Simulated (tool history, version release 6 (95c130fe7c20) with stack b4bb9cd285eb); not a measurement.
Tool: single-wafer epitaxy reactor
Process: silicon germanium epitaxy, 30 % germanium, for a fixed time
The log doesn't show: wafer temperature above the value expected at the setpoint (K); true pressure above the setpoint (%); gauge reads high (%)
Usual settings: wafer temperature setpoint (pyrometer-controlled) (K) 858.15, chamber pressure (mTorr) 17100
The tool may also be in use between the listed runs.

run     day  wafer temperature setpoint (pyrometer-controlled) (K)  chamber pressure (mTorr)  wafers since the last listed run  hours since the last pyrometer calibration  hours since the last manometer calibration  hours since the showerhead was replaced  hours since the gauge calibration  read-back reference wafer on the same gauge, thickness_nm  mean film thickness on the monitor wafer (nm)
  1       0                                                 865.15                     15600                                 0                                      1773.6                                       750.6                                   5496.9                              409.8                                                     50.386                                         51.475
  2   3.996                                                 854.15                     19400                              1799                                      1869.5                                       846.5                                   5592.8                              505.7                                                     50.427                                         42.565
  3   4.575                                                 854.15                     19400                               260                                      1883.4                                       860.4                                   5606.7                              519.6                                                     50.495                                         42.986
  4   5.904                                                 858.15                     17100                               598                                      1915.3                                       892.3                                   5638.6                              551.5                                                     50.418                                         45.532
  5   6.712                                                 866.15                     17100                               364                                      1934.7                                       911.7                                     5658                              570.9                                                     50.418                                         53.619
  6   8.058                                                 866.15                     17100                               606                                        1967                                         944                                   5690.3                              603.2                                                     50.401                                         54.232
      9.317  -- showerhead replaced
  7   9.404                                                 855.15                     17100                               456                                      1999.3                                       976.3                                      2.1                              635.5                                                     50.358                                         42.877
       10.7  -- capacitance manometer re-zeroed and calibrated
       11.9  -- pyrometer calibrated
  8  13.012                                                 855.15                     17100                              1325                                        26.7                                        55.5                                     88.7                              722.1                                                     50.343                                         40.926
  9  13.717                                                 870.15                     17100                               317                                        43.6                                        72.4                                    105.6                                739                                                     50.403                                         55.758
 10  15.175                                                 870.15                     17100                               656                                        78.6                                       107.4                                    140.6                                774                                                     50.395                                         55.561
 11  15.788                                                 858.15                     15400                               275                                        93.3                                       122.1                                    155.3                              788.7                                                     50.411                                         42.441
 12  16.896                                                 858.15                     17100                               499                                       119.9                                       148.7                                    181.9                              815.3                                                     50.395                                         43.455
 13  18.208                                                 858.15                     17100                               591                                       151.4                                       180.2                                    213.4                              846.8                                                     50.397                                         43.573
     18.483  -- gauge calibrated
 14  19.658                                                 848.15                     13900                               653                                       186.2                                         215                                    248.2                               28.2                                                     50.414                                         33.567
 15  22.708                                                 870.15                     19300                              1373                                       259.4                                       288.2                                    321.4                              101.4                                                     50.397                                         57.179
 16  23.246                                                 872.15                     13200                               242                                       272.3                                       301.1                                    334.3                              114.3                                                     50.332                                         55.331
 17  24.425                                                 858.15                     17100                               531                                       300.6                                       329.4                                    362.6                              142.6                                                     50.393                                         43.515
 18  28.238                                                 849.15                     20700                              1717                                       392.1                                       420.9                                    454.1                              234.1                                                     50.397                                         37.269
 19  28.738                                                 858.15                     17100                               225                                       404.1                                       432.9                                    466.1                              246.1                                                     50.386                                         43.646
 20  29.942                                                 858.15                     20900                               542                                         433                                       461.8                                      495                                275                                                     50.413                                         45.327
 21  30.942                                                 849.15                     12900                               450                                         457                                       485.8                                      519                                299                                                       50.4                                         33.947

Forecast each of these 3 alternatives for the next run:
  A  30.958                                                 865.15                     17100                                 7                                       457.4                                       486.2                                    519.4                              299.4                                                          ?                                              ?
  B  30.958                                                 852.15                     20400                                 7                                       457.4                                       486.2                                    519.4                              299.4                                                          ?                                              ?
  C  30.958                                                 854.15                     20200                                 7                                       457.4                                       486.2                                    519.4                              299.4                                                          ?                                              ?

run  read-back reference wafer on the same gauge, thickness_nm  mean film thickness on the monitor wafer (nm)
  A                                                     50.407                                         50.855
  B                                                     50.407                                         39.885
  C                                                     50.407                                         41.577
Without the tool's hidden state the same runs would have given:
run  mean film thickness on the monitor wafer (nm)
  A                                         50.732
  B                                         39.786
  C                                         41.474
